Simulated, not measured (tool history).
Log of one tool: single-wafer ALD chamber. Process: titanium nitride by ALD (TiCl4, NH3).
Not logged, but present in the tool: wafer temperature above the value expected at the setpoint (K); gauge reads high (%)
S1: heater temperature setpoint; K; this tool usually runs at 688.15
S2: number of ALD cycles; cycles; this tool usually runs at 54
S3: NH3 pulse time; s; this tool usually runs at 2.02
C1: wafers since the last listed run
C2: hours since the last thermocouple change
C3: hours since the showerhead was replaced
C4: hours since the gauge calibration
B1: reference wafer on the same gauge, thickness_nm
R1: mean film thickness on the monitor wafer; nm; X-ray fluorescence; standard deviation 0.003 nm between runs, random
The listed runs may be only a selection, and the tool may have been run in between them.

| run | hour | S1 | S2 | S3 | C1 | C2 | C3 | C4 | B1 | R1 |
|---|---|---|---|---|---|---|---|---|---|---|
| 1 | 0.0 | 698.15 | 54 | 2.02 | 0 | 1701.4 | 7361.9 | 613.6 | 1.265 | 1.194 |
| 2 | 19.1 | 688.15 | 54 | 2.02 | 60 | 1720.5 | 7381.0 | 632.7 | 1.265 | 1.185 |
| 3 | 48.0 | 688.15 | 54 | 2.02 | 91 | 1749.4 | 7409.9 | 661.6 | 1.264 | 1.188 |
| 4 | 106.8 | 688.15 | 54 | 2.02 | 185 | 1808.2 | 7468.7 | 720.4 | 1.264 | 1.197 |
| 5 | 139.8 | 688.15 | 54 | 2.02 | 103 | 1841.2 | 7501.7 | 753.4 | 1.263 | 1.188 |
| 6 | 158.1 | 688.15 | 54 | 2.02 | 57 | 1859.5 | 7520.0 | 771.7 | 1.264 | 1.190 |
| 7 | 177.8 | 688.15 | 54 | 2.02 | 62 | 1879.2 | 7539.7 | 791.4 | 1.264 | 1.193 |
| 8 | 192.3 | 688.15 | 54 | 2.02 | 45 | 1893.7 | 7554.2 | 805.9 | 1.263 | 1.187 |
| 9 | 220.8 | 684.15 | 54 | 2.02 | 89 | 1922.2 | 7582.7 | 834.4 | 1.263 | 1.189 |
| 10 | 273.3 | 688.15 | 54 | 2.02 | 165 | 1974.7 | 7635.2 | 886.9 | 1.262 | 1.190 |
| 11 | 290.1 | 688.15 | 54 | 2.02 | 52 | 1991.5 | 7652.0 | 903.7 | 1.263 | 1.185 |
|  | 321.7 | showerhead replaced |
| 12 | 322.2 | 688.15 | 54 | 2.02 | 75 | 2023.6 | 0.5 | 935.8 | 1.262 | 1.189 |
| 13 | 340.3 | 680.15 | 54 | 2.02 | 57 | 2041.7 | 18.6 | 953.9 | 1.263 | 1.188 |
|  | 355.7 | gauge calibrated |
| 14 | 373.1 | 680.15 | 54 | 2.02 | 103 | 2074.5 | 51.4 | 17.4 | 1.278 | 1.205 |
| 15 | 403.3 | 688.15 | 54 | 2.02 | 95 | 2104.7 | 81.6 | 47.6 | 1.278 | 1.199 |
| 16 | 428.6 | 688.15 | 54 | 2.02 | 79 | 2130.0 | 106.9 | 72.9 | 1.277 | 1.204 |
| 17 | 443.2 | 693.15 | 54 | 2.02 | 46 | 2144.6 | 121.5 | 87.5 | 1.276 | 1.204 |
| 18 | 468.2 | 688.15 | 54 | 2.02 | 78 | 2169.6 | 146.5 | 112.5 | 1.275 | 1.200 |
| 19 | 488.2 | 688.15 | 54 | 2.02 | 63 | 2189.6 | 166.5 | 132.5 | 1.274 | 1.202 |
| 20 | 524.0 | 701.15 | 45 | 2.76 | 112 | 2225.4 | 202.3 | 168.3 | 1.273 | 1.015 |
| 21 | 543.2 | 694.15 | 47 | 2.29 | 60 | 2244.6 | 221.5 | 187.5 | 1.273 | 1.047 |
| 22 | 566.9 | 688.15 | 54 | 2.02 | 74 | 2268.3 | 245.2 | 211.2 | 1.272 | 1.199 |
| 23 | 594.8 | 703.15 | 59 | 2.02 | 87 | 2296.2 | 273.1 | 239.1 | 1.270 | 1.318 |
| 24 | 622.4 | 688.15 | 54 | 2.02 | 86 | 2323.8 | 300.7 | 266.7 | 1.271 | 1.194 |
|  | 650.8 | thermocouple changed; heater temperature recalibrated |
| 25 | 651.3 | 678.15 | 54 | 2.02 | 65 | 0.5 | 329.6 | 295.6 | 1.270 | 1.194 |
| 26 | 659.0 | 688.15 | 63 | 1.40 | 24 | 8.2 | 337.3 | 303.3 | 1.269 | 1.369 |
| 27 | 678.8 | 694.15 | 48 | 1.23 | 62 | 28.0 | 357.1 | 323.1 | 1.269 | 1.037 |
| 28 | 708.4 | 701.15 | 62 | 2.28 | 93 | 57.6 | 386.7 | 352.7 | 1.269 | 1.377 |
| 29 | 733.5 | 674.15 | 54 | 2.02 | 79 | 82.7 | 411.8 | 377.8 | 1.269 | 1.187 |
| 30 | 768.3 | 701.15 | 48 | 1.56 | 109 | 117.5 | 446.6 | 412.6 | 1.267 | 1.057 |
| 31 | 788.5 | 674.15 | 54 | 1.62 | 63 | 137.7 | 466.8 | 432.8 | 1.267 | 1.172 |
| 32 | 804.9 | 677.15 | 54 | 2.02 | 51 | 154.1 | 483.2 | 449.2 | 1.267 | 1.190 |
| 33 | 839.0 | 688.15 | 46 | 1.29 | 107 | 188.2 | 517.3 | 483.3 | 1.266 | 0.990 |
| 34 | 864.8 | 688.15 | 54 | 2.02 | 81 | 214.0 | 543.1 | 509.1 | 1.267 | 1.193 |
| 35 | 886.9 | 674.15 | 54 | 1.23 | 69 | 236.1 | 565.2 | 531.2 | 1.266 | 1.152 |
| 36 | 910.2 | 688.15 | 54 | 2.02 | 73 | 259.4 | 588.5 | 554.5 | 1.266 | 1.192 |
| 37 | 945.7 | 688.15 | 54 | 1.43 | 111 | 294.9 | 624.0 | 590.0 | 1.265 | 1.174 |
| 38 | 964.5 | 688.15 | 54 | 2.67 | 59 | 313.7 | 642.8 | 608.8 | 1.265 | 1.199 |

List, for all runs, the conditions of the tool that the log does not record:
wafer temperature above the value expected at the setpoint (K): 0 across all the runs
H1: gauge reads high (%)
| run | H1 |
|---|---|
| 1 | -1.2 |
| 2 | -1.22 |
| 3 | -1.23 |
| 4 | -1.27 |
| 5 | -1.28 |
| 6 | -1.29 |
| 7 | -1.3 |
| 8 | -1.31 |
| 9 | -1.32 |
| 10 | -1.33 |
| 11 | -1.34 |
| 12 | -1.35 |
| 13 | -1.35 |
| 14 | -0.0718 |
| 15 | -0.18 |
| 16 | -0.265 |
| 17 | -0.311 |
| 18 | -0.385 |
| 19 | -0.441 |
| 20 | -0.533 |
| 21 | -0.579 |
| 22 | -0.632 |
| 23 | -0.69 |
| 24 | -0.743 |
| 25 | -0.795 |
| 26 | -0.808 |
| 27 | -0.84 |
| 28 | -0.885 |
| 29 | -0.92 |
| 30 | -0.965 |
| 31 | -0.989 |
| 32 | -1.01 |
| 33 | -1.04 |
| 34 | -1.07 |
| 35 | -1.09 |
| 36 | -1.11 |
| 37 | -1.14 |
| 38 | -1.15 |
